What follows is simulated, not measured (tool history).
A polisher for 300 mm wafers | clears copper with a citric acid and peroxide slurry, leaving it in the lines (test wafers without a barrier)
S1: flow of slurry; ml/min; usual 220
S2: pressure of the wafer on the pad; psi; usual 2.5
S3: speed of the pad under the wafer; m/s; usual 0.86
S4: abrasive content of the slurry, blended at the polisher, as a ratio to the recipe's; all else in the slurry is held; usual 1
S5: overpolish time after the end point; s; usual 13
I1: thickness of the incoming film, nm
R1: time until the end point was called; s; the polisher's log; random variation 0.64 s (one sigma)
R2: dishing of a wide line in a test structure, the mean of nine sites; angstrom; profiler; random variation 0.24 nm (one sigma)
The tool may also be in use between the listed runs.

run,hour,S1,S2,S3,S4,S5,I1,R1,R2
1,0,220,2.5,0.86,0.85,13,110.3,70.8,145
# hour 26.6: slurry nozzle cleaned
2,27.1,220,2.5,0.86,0.85,13,111.2,71.5,145
3,41.8,220,2.5,0.86,0.85,13,107.9,70.4,142
4,62.6,220,2.5,0.86,1,13,110.7,70.7,150
# hour 81.9: worn pad replaced by a new one
# hour 86.5: slurry blender recalibrated
5,104.6,220,2.3,0.86,1,13,109,77.9,131
6,135.6,220,2.3,0.86,1,13,110.5,80.1,132
7,161.9,220,2.3,0.86,1,13,108.2,78.3,129
8,195.8,220,2.5,0.86,1,13,109.9,76.1,135
9,218.4,220,2.5,0.86,1,13,109.9,76.8,141
# hour 239.5: worn pad replaced by a new one, repeated, since the last time left the tool worse
10,240,220,2.5,0.86,1,13,109.3,65.2,154
# hour 244.8: slurry blender recalibrated
11,260.3,220,2.5,0.86,1,13,107.8,64.2,156
12,277.8,220,2.5,0.86,1,13,108.2,65.1,151
13,300.9,220,2.5,0.86,1,13,107.9,65.6,159
# hour 305.3: slurry nozzle cleaned
14,325.8,220,2.5,1.06,0.9,8,110.3,56.4,114
15,359.4,220,2.2,0.86,1,13,108.5,75.5,139
# hour 375.9: worn pad replaced by a new one
16,394,220,2.5,0.86,1,13,111.2,65.9,156
17,407.4,185,2.5,0.96,1,17,109.7,61.2,214
18,422.6,195,2.5,0.62,0.9,13,109.2,94.5,110
# hour 430.5: slurry blender recalibrated
19,453.5,220,3.3,0.7,0.85,13,110.6,65.3,158
20,477.3,220,2.5,0.86,1,13,110.5,69.3,156
21,494,220,2.5,0.86,1,13,111.5,69,151
# hour 518.4: worn pad replaced by a new one
22,518.9,170,2.5,0.86,0.9,13,110,68.6,151
# hour 537: head pressure recalibrated
# hour 540.6: slurry nozzle cleaned
23,553,250,1.7,1.14,1.1,13,110.5,71.8,143
24,577.8,220,3.3,0.86,0.9,18,109.9,52.8,269
25,600.3,220,2.5,1.16,0.85,11,109.9,52.8,162
# hour 603.3: slurry blender recalibrated
26,634,240,3,0.86,1,9,111.1,58.3,127
27,648.6,220,1.9,0.86,1,13,109.5,90,116
28,661.8,220,2.3,0.86,1,13,110.2,75.5,138
# hour 669.3: worn pad replaced by a new one
29,686.2,260,2.5,0.68,0.75,16,110.7,87.1,146

3 ways to go on from here, each from the tool as it stands after run 29. What would each give?
A,686.6,220,2.5,0.72,1,13,111.7,?,?
B,686.6,275,1.9,0.68,1.15,13,111.7,?,?
C,686.6,220,1.8,0.86,1,6,111.7,?,?

run,R1,R2
A,79.1,132
B,102,103
C,91.4,54
Without the tool's hidden state the same runs would have given:
run,R1,R2
A,78.4,133
B,101,104
C,90.5,54

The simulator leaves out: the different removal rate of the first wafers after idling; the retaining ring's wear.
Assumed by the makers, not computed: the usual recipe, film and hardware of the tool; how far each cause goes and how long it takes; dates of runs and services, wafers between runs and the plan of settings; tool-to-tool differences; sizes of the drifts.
